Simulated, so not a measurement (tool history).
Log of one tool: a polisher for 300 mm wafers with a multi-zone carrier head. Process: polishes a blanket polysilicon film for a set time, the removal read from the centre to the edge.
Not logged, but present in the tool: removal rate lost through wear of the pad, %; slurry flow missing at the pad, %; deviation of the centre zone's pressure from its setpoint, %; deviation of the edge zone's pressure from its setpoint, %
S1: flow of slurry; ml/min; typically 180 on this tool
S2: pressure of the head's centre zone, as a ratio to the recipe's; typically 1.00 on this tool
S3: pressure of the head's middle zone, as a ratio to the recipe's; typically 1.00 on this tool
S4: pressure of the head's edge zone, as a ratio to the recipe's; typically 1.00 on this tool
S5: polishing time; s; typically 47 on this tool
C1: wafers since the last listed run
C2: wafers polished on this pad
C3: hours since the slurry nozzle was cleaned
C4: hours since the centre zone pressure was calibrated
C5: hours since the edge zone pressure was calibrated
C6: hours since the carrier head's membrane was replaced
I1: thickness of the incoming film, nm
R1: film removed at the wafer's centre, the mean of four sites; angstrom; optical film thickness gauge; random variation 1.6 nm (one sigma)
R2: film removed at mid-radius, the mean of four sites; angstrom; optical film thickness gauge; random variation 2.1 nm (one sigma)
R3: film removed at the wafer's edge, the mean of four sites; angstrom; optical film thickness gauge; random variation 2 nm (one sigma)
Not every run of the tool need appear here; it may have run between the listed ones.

run,hour,S1,S2,S3,S4,S5,C1,C2,C3,C4,C5,C6,I1,R1,R2,R3
1,0.0,180,1.00,1.00,0.95,47,0,761,59.4,413.2,779.1,84.5,1462.1,1720,1717,1715
2,44.4,180,1.00,1.00,0.95,47,521,1283,103.8,457.6,823.5,128.9,1498.1,1734,1703,1639
3,105.2,145,1.00,1.09,1.00,47,714,1997,164.6,518.4,884.3,189.7,1463.7,1600,1710,1663
4,137.1,140,1.00,1.00,0.94,62,375,2372,196.5,550.3,916.2,221.6,1494.6,2097,2094,2105
5,178.0,180,1.00,1.00,0.90,47,480,2853,237.4,591.2,957.1,262.5,1460.0,1676,1661,1612
6,225.3,140,1.08,1.12,1.00,51,556,3409,284.7,638.5,1004.4,309.8,1493.9,1826,1855,1755
7,250.5,200,1.00,1.00,1.00,47,296,3706,309.9,663.7,1029.6,335.0,1485.4,1693,1674,1664
# hour 284.2: edge zone pressure recalibrated
8,289.8,205,0.90,1.00,1.09,47,438,4144,349.2,703.0,5.6,374.3,1462.1,1521,1648,1723
# hour 317.4: worn pad replaced by a new one
# hour 345.1: slurry nozzle cleaned
# hour 366.4: centre zone pressure recalibrated
9,422.0,150,0.95,1.00,1.00,60,1471,1194,76.9,55.6,137.8,506.5,1508.2,2032,2171,2195
10,446.4,180,1.00,1.00,1.00,47,286,1481,101.3,80.0,162.2,530.9,1503.0,1731,1716,1762
11,507.9,180,1.00,1.00,1.00,41,722,2204,162.8,141.5,223.7,592.4,1499.7,1493,1484,1482
12,577.1,180,1.00,1.00,1.00,47,813,3018,232.0,210.7,292.9,661.6,1498.7,1694,1683,1739
13,616.9,180,0.93,0.96,1.00,47,467,3486,271.8,250.5,332.7,701.4,1512.2,1564,1592,1714
14,658.1,180,1.00,1.08,1.00,47,484,3970,313.0,291.7,373.9,742.6,1485.4,1694,1755,1700
# hour 670.8: worn pad replaced by a new one
# hour 702.4: carrier head's membrane replaced by a new one
15,707.3,180,0.97,1.00,0.89,47,472,370,362.2,340.9,423.1,4.9,1494.3,1704,1725,1648
16,762.9,230,1.00,1.00,1.00,47,653,1023,417.8,396.5,478.7,60.5,1502.1,1835,1844,1776
# hour 766.8: slurry nozzle cleaned
17,808.7,180,1.00,1.00,1.00,47,526,1550,41.9,442.3,524.5,106.3,1477.6,1747,1701,1731
18,856.4,180,1.00,1.00,1.00,47,560,2111,89.6,490.0,572.2,154.0,1489.7,1720,1687,1725
19,890.5,240,0.91,1.00,0.91,47,400,2511,123.7,524.1,606.3,188.1,1500.3,1660,1744,1664
# hour 1039.0: worn pad replaced by a new one
# hour 1094.4: centre zone pressure recalibrated
20,1097.8,200,0.95,0.94,1.00,34,2366,667,331.0,3.4,813.6,395.4,1515.9,1240,1198,1294
21,1123.0,165,1.00,1.00,0.90,47,296,963,356.2,28.6,838.8,420.6,1507.0,1724,1704,1648
# hour 1125.2: slurry nozzle cleaned
22,1162.7,180,1.00,1.00,1.05,33,454,1418,37.5,68.3,878.5,460.3,1474.1,1234,1183,1223
23,1234.7,180,1.00,1.00,1.00,47,846,2264,109.5,140.3,950.5,532.3,1502.5,1704,1718,1760

Describe how what the log doesn't record of the tool's condition differs between the last listed run preceding each entry between runs and the first listed run following it.
Between runs 7 and 8: edge zone pressure recalibrated (hour 284.2)
  removal rate lost through wear of the pad, %: 6.62 -> 7.24
  difference, measured minus the result without the unlogged condition, R1: -120 -> -119 angstrom; R2: -119 -> -129 angstrom; R3: -118 -> -135 angstrom
Between runs 8 and 9: worn pad replaced by a new one (hour 317.4); slurry nozzle cleaned (hour 345.1); centre zone pressure recalibrated (hour 366.4)
  removal rate lost through wear of the pad, %: 7.24 -> 1.79
  difference, measured minus the result without the unlogged condition, R1: -119 -> -37 angstrom; R2: -129 -> -40 angstrom; R3: -135 -> -40 angstrom
Between runs 14 and 15: worn pad replaced by a new one (hour 670.8); carrier head's membrane replaced by a new one (hour 702.4)
  removal rate lost through wear of the pad, %: 5.52 -> 0.623
  difference, measured minus the result without the unlogged condition, R1: -99 -> -11 angstrom; R2: -102 -> -11 angstrom; R3: -99 -> -10 angstrom
Between runs 16 and 17: slurry nozzle cleaned (hour 766.8)
  removal rate lost through wear of the pad, %: 1.5 -> 2.22
  difference, measured minus the result without the unlogged condition, R1: -28 -> -39 angstrom; R2: -28 -> -39 angstrom; R3: -27 -> -39 angstrom
Between runs 19 and 20: worn pad replaced by a new one (hour 1039.0); centre zone pressure recalibrated (hour 1094.4)
  removal rate lost through wear of the pad, %: 3.52 -> 1.22
  difference, measured minus the result without the unlogged condition, R1: -60 -> -15 angstrom; R2: -64 -> -14 angstrom; R3: -61 -> -16 angstrom
Between runs 21 and 22: slurry nozzle cleaned (hour 1125.2)
  removal rate lost through wear of the pad, %: 1.62 -> 2.25
  difference, measured minus the result without the unlogged condition, R1: -28 -> -28 angstrom; R2: -29 -> -27 angstrom; R3: -27 -> -28 angstrom

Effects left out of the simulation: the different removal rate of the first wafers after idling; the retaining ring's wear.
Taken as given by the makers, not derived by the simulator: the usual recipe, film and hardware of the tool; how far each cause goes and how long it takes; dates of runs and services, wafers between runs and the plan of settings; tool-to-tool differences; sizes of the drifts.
